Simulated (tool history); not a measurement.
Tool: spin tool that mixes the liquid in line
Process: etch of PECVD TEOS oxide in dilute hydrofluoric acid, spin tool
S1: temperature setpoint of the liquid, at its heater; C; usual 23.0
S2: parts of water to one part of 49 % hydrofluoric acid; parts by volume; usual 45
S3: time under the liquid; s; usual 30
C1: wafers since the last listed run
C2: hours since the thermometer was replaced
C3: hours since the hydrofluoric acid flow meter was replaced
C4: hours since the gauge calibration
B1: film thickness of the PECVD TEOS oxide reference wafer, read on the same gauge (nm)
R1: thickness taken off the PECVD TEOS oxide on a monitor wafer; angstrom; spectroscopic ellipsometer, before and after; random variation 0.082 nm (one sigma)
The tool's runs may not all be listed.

{"run": 1, "hour": 0.0, "S1": 23.0, "S2": 45, "S3": 30, "C1": 0, "C2": 1780.8, "C3": 427.1, "C4": 2897.0, "B1": 40.03, "R1": 126.6}
{"run": 2, "hour": 52.5, "S1": 19.5, "S2": 45, "S3": 30, "C1": 901, "C2": 1833.3, "C3": 479.6, "C4": 2949.5, "B1": 40.0, "R1": 109.3}
{"run": 3, "hour": 151.3, "S1": 19.5, "S2": 45, "S3": 30, "C1": 1696, "C2": 1932.1, "C3": 578.4, "C4": 3048.3, "B1": 40.03, "R1": 108.9}
{"hour": 247.0, "done": "hydrofluoric acid flow meter replaced"}
{"hour": 250.3, "done": "thermometer replaced"}
{"run": 4, "hour": 250.8, "S1": 23.0, "S2": 45, "S3": 30, "C1": 1674, "C2": 0.5, "C3": 3.8, "C4": 3147.8, "B1": 39.99, "R1": 118.6}
{"run": 5, "hour": 419.4, "S1": 23.0, "S2": 45, "S3": 35, "C1": 2895, "C2": 169.1, "C3": 172.4, "C4": 3316.4, "B1": 39.98, "R1": 138.2}
{"run": 6, "hour": 592.2, "S1": 23.0, "S2": 45, "S3": 30, "C1": 2967, "C2": 341.9, "C3": 345.2, "C4": 3489.2, "B1": 39.97, "R1": 119.6}
{"run": 7, "hour": 630.9, "S1": 23.0, "S2": 45, "S3": 30, "C1": 664, "C2": 380.6, "C3": 383.9, "C4": 3527.9, "B1": 40.02, "R1": 120.0}
{"run": 8, "hour": 734.9, "S1": 23.0, "S2": 45, "S3": 15, "C1": 1785, "C2": 484.6, "C3": 487.9, "C4": 3631.9, "B1": 39.94, "R1": 59.7}
{"run": 9, "hour": 817.4, "S1": 23.0, "S2": 45, "S3": 30, "C1": 1416, "C2": 567.1, "C3": 570.4, "C4": 3714.4, "B1": 39.98, "R1": 121.3}
{"run": 10, "hour": 859.4, "S1": 23.0, "S2": 45, "S3": 30, "C1": 721, "C2": 609.1, "C3": 612.4, "C4": 3756.4, "B1": 40.01, "R1": 120.4}
{"hour": 916.4, "done": "gauge calibrated"}
{"hour": 967.5, "done": "hydrofluoric acid flow meter replaced"}
{"run": 11, "hour": 982.1, "S1": 23.0, "S2": 45, "S3": 30, "C1": 2089, "C2": 731.8, "C3": 14.6, "C4": 65.7, "B1": 39.95, "R1": 121.3}
{"run": 12, "hour": 1045.7, "S1": 26.5, "S2": 45, "S3": 30, "C1": 1092, "C2": 795.4, "C3": 78.2, "C4": 129.3, "B1": 39.95, "R1": 139.9}
{"run": 13, "hour": 1082.1, "S1": 28.0, "S2": 25, "S3": 40, "C1": 625, "C2": 831.8, "C3": 114.6, "C4": 165.7, "B1": 40.03, "R1": 367.8}
{"run": 14, "hour": 1183.8, "S1": 23.0, "S2": 45, "S3": 15, "C1": 1746, "C2": 933.5, "C3": 216.3, "C4": 267.4, "B1": 40.02, "R1": 60.8}
{"run": 15, "hour": 1246.3, "S1": 23.0, "S2": 45, "S3": 30, "C1": 1073, "C2": 996.0, "C3": 278.8, "C4": 329.9, "B1": 40.0, "R1": 123.5}
{"run": 16, "hour": 1332.9, "S1": 25.0, "S2": 35, "S3": 30, "C1": 1487, "C2": 1082.6, "C3": 365.4, "C4": 416.5, "B1": 40.0, "R1": 175.2}
{"run": 17, "hour": 1418.9, "S1": 20.0, "S2": 65, "S3": 25, "C1": 1476, "C2": 1168.6, "C3": 451.4, "C4": 502.5, "B1": 39.94, "R1": 61.4}
{"run": 18, "hour": 1456.2, "S1": 27.0, "S2": 55, "S3": 15, "C1": 640, "C2": 1205.9, "C3": 488.7, "C4": 539.8, "B1": 40.03, "R1": 58.6}
{"hour": 1613.6, "done": "hydrofluoric acid flow meter replaced"}
{"run": 19, "hour": 1656.3, "S1": 23.0, "S2": 45, "S3": 30, "C1": 3419, "C2": 1406.0, "C3": 42.7, "C4": 739.9, "B1": 40.01, "R1": 124.7}
{"run": 20, "hour": 1759.5, "S1": 23.0, "S2": 60, "S3": 15, "C1": 1772, "C2": 1509.2, "C3": 145.9, "C4": 843.1, "B1": 39.97, "R1": 46.3}
{"run": 21, "hour": 1815.6, "S1": 23.0, "S2": 30, "S3": 40, "C1": 963, "C2": 1565.3, "C3": 202.0, "C4": 899.2, "B1": 40.03, "R1": 255.0}
{"run": 22, "hour": 1886.4, "S1": 19.5, "S2": 60, "S3": 15, "C1": 1215, "C2": 1636.1, "C3": 272.8, "C4": 970.0, "B1": 39.97, "R1": 39.6}
{"run": 23, "hour": 1965.5, "S1": 25.0, "S2": 55, "S3": 50, "C1": 1358, "C2": 1715.2, "C3": 351.9, "C4": 1049.1, "B1": 40.0, "R1": 183.6}
{"hour": 2019.0, "done": "thermometer replaced"}
{"run": 24, "hour": 2054.9, "S1": 27.0, "S2": 50, "S3": 30, "C1": 1518, "C2": 35.9, "C3": 441.3, "C4": 1138.5, "B1": 39.95, "R1": 124.4}
{"run": 25, "hour": 2125.6, "S1": 23.0, "S2": 60, "S3": 25, "C1": 1214, "C2": 106.6, "C3": 512.0, "C4": 1209.2, "B1": 39.96, "R1": 73.1}
{"run": 26, "hour": 2209.1, "S1": 26.5, "S2": 30, "S3": 45, "C1": 1433, "C2": 190.1, "C3": 595.5, "C4": 1292.7, "B1": 39.98, "R1": 317.4}
{"run": 27, "hour": 2286.5, "S1": 23.0, "S2": 45, "S3": 30, "C1": 1329, "C2": 267.5, "C3": 672.9, "C4": 1370.1, "B1": 39.97, "R1": 119.1}
{"hour": 2341.8, "done": "hydrofluoric acid flow meter replaced"}
{"run": 28, "hour": 2358.2, "S1": 23.0, "S2": 45, "S3": 45, "C1": 1214, "C2": 339.2, "C3": 16.4, "C4": 1441.8, "B1": 40.03, "R1": 179.6}
{"run": 29, "hour": 2445.6, "S1": 19.0, "S2": 40, "S3": 50, "C1": 1500, "C2": 426.6, "C3": 103.8, "C4": 1529.2, "B1": 40.01, "R1": 192.2}
{"run": 30, "hour": 2548.5, "S1": 23.0, "S2": 45, "S3": 30, "C1": 1767, "C2": 529.5, "C3": 206.7, "C4": 1632.1, "B1": 40.05, "R1": 119.9}
{"run": 31, "hour": 2598.1, "S1": 18.5, "S2": 25, "S3": 15, "C1": 851, "C2": 579.1, "C3": 256.3, "C4": 1681.7, "B1": 39.99, "R1": 91.9}
{"run": 32, "hour": 2643.3, "S1": 18.5, "S2": 65, "S3": 20, "C1": 776, "C2": 624.3, "C3": 301.5, "C4": 1726.9, "B1": 40.0, "R1": 45.2}
{"run": 33, "hour": 2746.7, "S1": 23.0, "S2": 55, "S3": 30, "C1": 1775, "C2": 727.7, "C3": 404.9, "C4": 1830.3, "B1": 39.97, "R1": 98.4}
{"run": 34, "hour": 2787.7, "S1": 25.5, "S2": 65, "S3": 30, "C1": 704, "C2": 768.7, "C3": 445.9, "C4": 1871.3, "B1": 40.01, "R1": 89.7}

The tool's hidden state at each run:
hydrofluoric acid flow below the setpoint (%): 0 in every run
gauge reads high (%): 0 in every run
H1: liquid hotter than its thermometer reads (K)
run=1 H1=1.74
run=2 H1=1.79
run=3 H1=1.88
run=4 H1=0.117
run=5 H1=0.269
run=6 H1=0.425
run=7 H1=0.46
run=8 H1=0.553
run=9 H1=0.628
run=10 H1=0.666
run=11 H1=0.776
run=12 H1=0.833
run=13 H1=0.866
run=14 H1=0.958
run=15 H1=1.01
run=16 H1=1.09
run=17 H1=1.17
run=18 H1=1.2
run=19 H1=1.38
run=20 H1=1.48
run=21 H1=1.53
run=22 H1=1.59
run=23 H1=1.66
run=24 H1=0.108
run=25 H1=0.172
run=26 H1=0.247
run=27 H1=0.317
run=28 H1=0.382
run=29 H1=0.46
run=30 H1=0.553
run=31 H1=0.598
run=32 H1=0.638
run=33 H1=0.731
run=34 H1=0.768

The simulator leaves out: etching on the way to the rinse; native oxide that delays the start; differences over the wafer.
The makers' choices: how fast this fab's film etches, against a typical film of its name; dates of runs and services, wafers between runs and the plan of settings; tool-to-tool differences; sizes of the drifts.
